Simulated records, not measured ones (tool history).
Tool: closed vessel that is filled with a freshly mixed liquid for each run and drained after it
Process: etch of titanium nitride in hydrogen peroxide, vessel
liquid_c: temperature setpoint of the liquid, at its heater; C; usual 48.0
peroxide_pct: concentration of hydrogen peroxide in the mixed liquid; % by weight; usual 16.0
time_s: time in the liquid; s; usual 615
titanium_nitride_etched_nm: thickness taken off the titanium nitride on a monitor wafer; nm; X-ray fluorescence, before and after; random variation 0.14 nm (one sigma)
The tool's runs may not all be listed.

| run | day | liquid_c | peroxide_pct | time_s | read-back film thickness of the titanium nitride reference wafer, read on the same gauge (nm) | titanium_nitride_etched_nm |
|---|---|---|---|---|---|---|
| 1 | 0.000 | 48.0 | 16.0 | 615 | 150.03 | 43.49 |
| 2 | 4.125 | 48.0 | 16.0 | 615 | 150.04 | 43.45 |
| 3 | 5.121 | 48.0 | 16.0 | 615 | 149.97 | 43.94 |
| 4 | 5.675 | 48.0 | 16.0 | 420 | 149.99 | 30.10 |
|  | 7.679 | thermometer replaced |
| 5 | 8.371 | 48.0 | 16.0 | 420 | 150.01 | 27.90 |
| 6 | 9.054 | 48.0 | 16.0 | 615 | 150.00 | 40.76 |
|  | 9.104 | peroxide flow meter replaced |
| 7 | 10.400 | 48.0 | 16.0 | 615 | 149.98 | 39.93 |
| 8 | 11.192 | 48.0 | 16.0 | 615 | 150.02 | 39.94 |
|  | 11.942 | new drum of peroxide connected |
| 9 | 11.979 | 48.0 | 16.0 | 615 | 150.01 | 39.83 |
| 10 | 12.554 | 48.0 | 16.0 | 615 | 150.00 | 39.91 |
| 11 | 13.379 | 53.0 | 18.5 | 615 | 150.03 | 58.76 |
| 12 | 13.908 | 45.5 | 18.5 | 615 | 150.00 | 34.32 |
|  | 14.562 | gauge calibrated |
| 13 | 14.821 | 48.0 | 12.5 | 615 | 149.96 | 37.97 |
| 14 | 15.688 | 39.5 | 12.0 | 320 | 150.00 | 10.41 |
| 15 | 16.954 | 39.5 | 16.0 | 615 | 150.04 | 21.32 |
| 16 | 18.450 | 48.0 | 17.5 | 615 | 150.02 | 40.92 |
| 17 | 19.512 | 48.0 | 17.5 | 380 | 150.02 | 25.31 |
| 18 | 20.071 | 55.5 | 19.5 | 400 | 149.96 | 46.96 |
| 19 | 21.546 | 48.0 | 16.0 | 615 | 150.02 | 40.86 |
| 20 | 22.408 | 45.5 | 18.5 | 615 | 150.00 | 34.64 |

Hidden state or all else? Some run-to-run changes of titanium_nitride_etched_nm, split into what the settings, what came in and random variation would give without the hidden state, and what is left for the hidden state (with any gauge scatter that isn't in both results):
The hidden state here: liquid hotter than its thermometer reads (K); peroxide flow above the setpoint (%); peroxide weaker than its label (%); gauge reads high (%).
Run 3 -> 4: time_s 615 -> 420. titanium_nitride_etched_nm -13.84 nm: hidden state -1.35, all else -12.49.
Run 4 -> 5: thermometer replaced. titanium_nitride_etched_nm -2.20 nm: hidden state -2.16, all else -0.04.
Run 11 -> 12: liquid_c 53.0 -> 45.5. titanium_nitride_etched_nm -24.44 nm: hidden state -0.25, all else -24.19.
Run 13 -> 14: liquid_c 48.0 -> 39.5, peroxide_pct 12.5 -> 12.0, time_s 615 -> 320. titanium_nitride_etched_nm -27.56 nm: hidden state -0.35, all else -27.21.

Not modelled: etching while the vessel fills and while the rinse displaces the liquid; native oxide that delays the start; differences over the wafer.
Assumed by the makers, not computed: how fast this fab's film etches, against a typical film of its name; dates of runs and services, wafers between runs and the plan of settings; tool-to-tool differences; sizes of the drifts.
